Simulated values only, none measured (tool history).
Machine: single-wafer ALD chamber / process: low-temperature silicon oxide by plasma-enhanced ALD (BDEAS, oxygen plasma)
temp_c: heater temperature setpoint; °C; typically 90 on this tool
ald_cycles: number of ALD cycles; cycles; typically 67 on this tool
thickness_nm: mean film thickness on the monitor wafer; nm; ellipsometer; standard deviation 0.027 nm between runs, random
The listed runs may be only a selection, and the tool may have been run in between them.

| run | hour | temp_c | ald_cycles | read-back reference wafer on the same gauge, thickness_nm | thickness_nm |
|---|---|---|---|---|---|
| 1 | 0 | 90 | 64 | 9.419 | 9.194 |
| 2 | 102.5 | 90 | 64 | 9.42 | 9.194 |
| 3 | 210.5 | 90 | 64 | 9.414 | 9.186 |
| 4 | 281.4 | 90 | 67 | 9.416 | 9.668 |
| 5 | 365.5 | 90 | 67 | 9.425 | 9.599 |
| 6 | 416.7 | 90 | 67 | 9.417 | 9.623 |
| 7 | 485.3 | 90 | 67 | 9.424 | 9.711 |
| 8 | 525.6 | 90 | 67 | 9.423 | 9.693 |
| 9 | 618 | 90 | 67 | 9.421 | 9.72 |
| 10 | 686 | 90 | 67 | 9.424 | 9.653 |
| 11 | 787 | 90 | 67 | 9.415 | 9.67 |
| 12 | 844.7 | 90 | 67 | 9.418 | 9.701 |
| 13 | 904.3 | 97 | 73 | 9.419 | 10.333 |
|  | 995.6 | gauge calibrated |
| 14 | 1010.2 | 90 | 67 | 9.421 | 9.762 |
| 15 | 1074.5 | 102 | 60 | 9.428 | 8.387 |
| 16 | 1118.7 | 90 | 67 | 9.418 | 9.708 |
| 17 | 1157.8 | 78 | 63 | 9.421 | 9.458 |
| 18 | 1220.3 | 84 | 55 | 9.427 | 8.114 |
|  | 1229.6 | thermocouple changed; heater temperature recalibrated |
| 19 | 1272.7 | 79 | 57 | 9.416 | 8.388 |
| 20 | 1309 | 105 | 54 | 9.418 | 7.387 |
| 21 | 1415.8 | 80 | 73 | 9.415 | 10.74 |
| 22 | 1472.8 | 90 | 67 | 9.417 | 9.548 |

The next listed run, before its measurement:
| 23 | 1545.7 | 84 | 72 | ? | ? |

Logged for run 23: read-back reference wafer on the same gauge, thickness_nm 9.419, thickness_nm 10.535 nm.
Had the tool carried no hidden state, the very same run would have given thickness_nm 10.466 nm.
